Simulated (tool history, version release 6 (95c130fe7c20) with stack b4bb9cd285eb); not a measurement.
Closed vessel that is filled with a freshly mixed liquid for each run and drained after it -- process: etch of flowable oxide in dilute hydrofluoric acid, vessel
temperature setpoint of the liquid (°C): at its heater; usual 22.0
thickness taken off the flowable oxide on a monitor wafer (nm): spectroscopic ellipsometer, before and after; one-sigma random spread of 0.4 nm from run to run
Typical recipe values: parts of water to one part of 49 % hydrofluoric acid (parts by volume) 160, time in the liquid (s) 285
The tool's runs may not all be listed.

| run | hour | temperature setpoint of the liquid (°C) | parts of water to one part of 49 % hydrofluoric acid (parts by volume) | time in the liquid (s) | read-back film thickness of the flowable oxide reference wafer, read on the same gauge (nm) | thickness taken off the flowable oxide on a monitor wafer (nm) |
|---|---|---|---|---|---|---|
| 1 | 0.0 | 25.5 | 185 | 285 | 110.03 | 50.60 |
| 2 | 62.6 | 22.0 | 160 | 285 | 110.00 | 53.19 |
| 3 | 104.7 | 22.0 | 160 | 285 | 110.02 | 53.03 |
| 4 | 143.1 | 22.0 | 160 | 180 | 109.99 | 33.71 |
| 5 | 189.1 | 22.0 | 160 | 180 | 110.02 | 34.26 |
| 6 | 235.4 | 22.0 | 160 | 285 | 109.99 | 53.64 |
| 7 | 277.2 | 22.0 | 160 | 285 | 110.01 | 53.30 |
| 8 | 339.6 | 18.0 | 125 | 285 | 110.00 | 60.48 |
| 9 | 401.9 | 18.0 | 125 | 285 | 110.00 | 59.60 |
| 10 | 441.9 | 22.0 | 125 | 285 | 110.00 | 71.69 |
| 11 | 473.0 | 22.0 | 160 | 245 | 109.96 | 46.20 |
| 12 | 497.6 | 22.0 | 160 | 245 | 110.01 | 46.11 |
| 13 | 527.8 | 22.0 | 185 | 285 | 109.99 | 45.31 |
|  | 629.1 | gauge calibrated |
| 14 | 684.2 | 22.0 | 200 | 355 | 109.99 | 51.13 |
| 15 | 724.5 | 19.5 | 160 | 285 | 109.99 | 48.59 |
| 16 | 795.6 | 23.5 | 185 | 415 | 110.01 | 69.29 |
| 17 | 845.3 | 19.0 | 220 | 185 | 110.02 | 21.30 |
| 18 | 869.3 | 27.0 | 230 | 180 | 109.97 | 26.14 |
|  | 872.1 | hydrofluoric acid flow meter replaced |
|  | 900.8 | thermometer replaced |
| 19 | 917.6 | 17.5 | 195 | 135 | 109.98 | 16.89 |
| 20 | 971.0 | 22.0 | 125 | 285 | 110.01 | 70.56 |
| 21 | 1014.1 | 25.5 | 185 | 285 | 109.98 | 51.48 |
| 22 | 1056.0 | 22.0 | 160 | 360 | 109.99 | 67.96 |
| 23 | 1102.3 | 22.0 | 220 | 285 | 110.00 | 37.05 |
| 24 | 1142.7 | 22.0 | 215 | 285 | 110.00 | 37.54 |
| 25 | 1167.8 | 19.5 | 160 | 285 | 110.01 | 48.69 |

Consider 4 possible next runs. They are alternatives, not a sequence: every one starts from the tool as it was left by run 25. What does each give?
| A | 1168.5 | 22.0 | 160 | 345 | ? | ? |
| B | 1168.5 | 20.0 | 80 | 285 | ? | ? |
| C | 1168.5 | 22.0 | 160 | 135 | ? | ? |
| D | 1168.5 | 22.0 | 130 | 285 | ? | ? |

| run | read-back film thickness of the flowable oxide reference wafer, read on the same gauge (nm) | thickness taken off the flowable oxide on a monitor wafer (nm) |
|---|---|---|
| A | 109.99 | 64.72 |
| B | 109.99 | 107.85 |
| C | 109.99 | 25.33 |
| D | 109.99 | 68.01 |
With no hidden state in the tool, these same runs would have given:
| run | thickness taken off the flowable oxide on a monitor wafer (nm) |
|---|---|
| A | 64.72 |
| B | 107.85 |
| C | 25.33 |
| D | 68.01 |
